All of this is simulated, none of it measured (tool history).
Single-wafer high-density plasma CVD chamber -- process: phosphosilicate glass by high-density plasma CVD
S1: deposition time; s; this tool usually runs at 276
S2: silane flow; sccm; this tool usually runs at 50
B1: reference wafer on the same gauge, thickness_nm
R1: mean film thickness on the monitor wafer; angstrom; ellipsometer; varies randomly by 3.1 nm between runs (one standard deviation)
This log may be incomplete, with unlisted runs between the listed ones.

| run | day | S1 | S2 | B1 | R1 |
|---|---|---|---|---|---|
| 1 | 0 | 276 | 50 | 1250.665 | 15188.46 |
| 2 | 2.858 | 276 | 50 | 1249.778 | 15156.34 |
| 3 | 6.738 | 276 | 50 | 1250.174 | 15133.64 |
| 4 | 8.25 | 276 | 50 | 1248.798 | 15166.3 |
| 5 | 11.204 | 276 | 50 | 1249.716 | 15084.07 |
|  | 11.7 | silane flow controller replaced |
| 6 | 12.812 | 276 | 50 | 1249.802 | 15120.97 |
| 7 | 16.417 | 276 | 50 | 1248.716 | 15138.59 |
| 8 | 18.383 | 276 | 50 | 1249.557 | 15190.05 |
| 9 | 20.55 | 261 | 46 | 1248.23 | 13194.73 |
| 10 | 22.367 | 276 | 50 | 1248.861 | 15169.95 |
|  | 23.017 | gauge calibrated |
| 11 | 24.179 | 328 | 57 | 1249.944 | 20476.8 |
| 12 | 26.062 | 249 | 56 | 1249.922 | 15321.81 |
| 13 | 28.483 | 249 | 44 | 1248.587 | 12019.99 |
| 14 | 31.596 | 276 | 50 | 1250.061 | 15153.23 |
| 15 | 35.021 | 276 | 54 | 1249.973 | 16357.42 |

What if the next run were any one of these 3? Each begins from the tool's condition after run 15:
| A | 35.042 | 276 | 50 | ? | ? |
| B | 35.042 | 276 | 43 | ? | ? |
| C | 35.042 | 258 | 41 | ? | ? |

| run | B1 | R1 |
|---|---|---|
| A | 1250.241 | 15150.04 |
| B | 1250.241 | 13029.04 |
| C | 1250.241 | 11612.84 |
With the hidden condition removed and each run's random variation left untouched, the same runs would have given:
| run | R1 |
|---|---|
| A | 15150.04 |
| B | 13029.04 |
| C | 11612.84 |
